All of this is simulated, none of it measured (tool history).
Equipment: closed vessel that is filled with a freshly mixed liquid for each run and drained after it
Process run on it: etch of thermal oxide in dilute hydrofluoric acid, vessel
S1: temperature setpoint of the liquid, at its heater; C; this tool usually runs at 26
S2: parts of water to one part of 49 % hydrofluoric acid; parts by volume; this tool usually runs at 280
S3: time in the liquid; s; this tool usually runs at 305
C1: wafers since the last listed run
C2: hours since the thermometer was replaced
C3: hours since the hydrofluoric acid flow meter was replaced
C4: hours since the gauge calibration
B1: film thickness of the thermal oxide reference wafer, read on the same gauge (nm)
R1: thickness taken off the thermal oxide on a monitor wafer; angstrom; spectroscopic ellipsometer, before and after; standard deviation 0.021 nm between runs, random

run	day	S1	S2	S3	C1	C2	C3	C4	B1	R1
1	0	26	280	305	0	284	319.8	303.7	100.017	40.42
2	3.329	22	280	305	7378	363.9	399.7	383.6	99.995	35.03
3	6.225	22	280	305	6418	433.4	469.2	453.1	99.975	34.28
4	9.508	22	280	305	7276	512.2	548	531.9	100.001	33.81
# day 9.696: thermometer replaced
5	12.154	27.5	280	305	5771	59	611.5	595.4	99.996	42.98
6	16.317	26	280	305	9225	158.9	711.4	695.3	99.982	40.19
7	19.283	26	280	305	6575	230.1	782.6	766.5	99.987	40
8	22.825	23.5	220	305	7849	315.1	867.6	851.5	99.993	48.94
9	26.742	23.5	220	305	8680	409.1	961.6	945.5	99.989	48.68
10	29.662	23.5	220	305	6473	479.2	1031.7	1015.6	99.983	47.64
11	33	26	280	195	7397	559.3	1111.8	1095.7	99.997	24.1
# day 34.283: thermometer replaced
12	35.667	26	280	195	5817	33.2	1175.8	1159.7	100.021	25.53
13	37.625	26	280	195	4340	80.2	1222.8	1206.7	100.005	25.49
14	40.283	26	200	305	5891	144	1286.6	1270.5	100.004	60.83
15	43.367	23.5	195	220	6833	218	1360.6	1344.5	99.983	40.61
16	45.292	26	280	305	4266	264.2	1406.8	1390.7	100.011	38.98
17	48.038	23.5	155	435	6085	330.1	1472.7	1456.6	100.004	103.56
18	49.892	27.5	190	165	4109	374.6	1517.2	1501.1	100.008	35.7
19	51.512	22	160	245	3592	413.5	1556.1	1540	100.009	52.3
# day 52.783: hydrofluoric acid flow meter replaced
20	53.296	26	280	305	3860	456.3	12.3	1582.8	99.996	40.27
21	55.371	26	145	125	4598	506.1	62.1	1632.6	99.979	36.57
22	57.342	26	280	305	4368	553.4	109.4	1679.9	100.009	39.52
# day 58.092: thermometer replaced
23	59.779	26	345	410	5309	40.5	167.9	1738.4	100.004	42.54
24	62.925	21	280	305	6972	116	243.4	1813.9	99.985	34.68
25	66.617	29	395	360	8181	204.6	332	1902.5	99.995	33.64
26	68.683	26	395	305	4580	254.2	381.6	1952.1	100.006	25.71
# day 70.854: gauge calibrated
27	72.875	27.5	190	165	9290	354.8	482.2	48.5	100.002	36.91
28	76.192	26	280	305	7350	434.4	561.8	128.1	100.009	39.36
# day 77.142: thermometer replaced
29	77.988	26	340	305	3887	20.3	604.9	171.2	100.016	31.8
30	88.438	26	280	305	23160	271.1	855.7	422	100.006	39.16
31	92.754	26	185	410	9567	374.7	959.3	525.6	100.023	86.97
32	95.146	28.5	280	370	5300	432.1	1016.7	583	99.995	50.9

How the hidden state differs across the entries between the runs, from the last listed run before each to the first after it:
Runs 4 to 5: thermometer replaced (day 9.696)
  liquid colder than its thermometer reads (K): 1.58 -> 0.273; hydrofluoric acid flow below the setpoint (%): 1.91 -> 2.09
  measured value less the no-hidden-state value, R1: -2.88 -> -1.59 angstrom
Runs 11 to 12: thermometer replaced (day 34.283)
  liquid colder than its thermometer reads (K): 1.71 -> 0.115; hydrofluoric acid flow below the setpoint (%): 3.48 -> 3.65
  measured value less the no-hidden-state value, R1: -2.66 -> -1.37 angstrom
Runs 19 to 20: hydrofluoric acid flow meter replaced (day 52.783)
  liquid colder than its thermometer reads (K): 1.21 -> 1.33; hydrofluoric acid flow below the setpoint (%): 4.71 -> 0.518
  measured value less the no-hidden-state value, R1: -5.72 -> -2.18 angstrom
Runs 22 to 23: thermometer replaced (day 58.092)
  liquid colder than its thermometer reads (K): 1.61 -> 0.128; hydrofluoric acid flow below the setpoint (%): 0.787 -> 0.95
  measured value less the no-hidden-state value, R1: -2.69 -> -0.73 angstrom
Runs 26 to 27: gauge calibrated (day 70.854)
  liquid colder than its thermometer reads (K): 0.741 -> 1.03; hydrofluoric acid flow below the setpoint (%): 1.54 -> 1.82
  measured value less the no-hidden-state value, R1: -1.18 -> -2.26 angstrom
Runs 28 to 29: thermometer replaced (day 77.142)
  liquid colder than its thermometer reads (K): 1.26 -> 0.329; hydrofluoric acid flow below the setpoint (%): 2.04 -> 2.16
  measured value less the no-hidden-state value, R1: -2.86 -> -1.3 angstrom
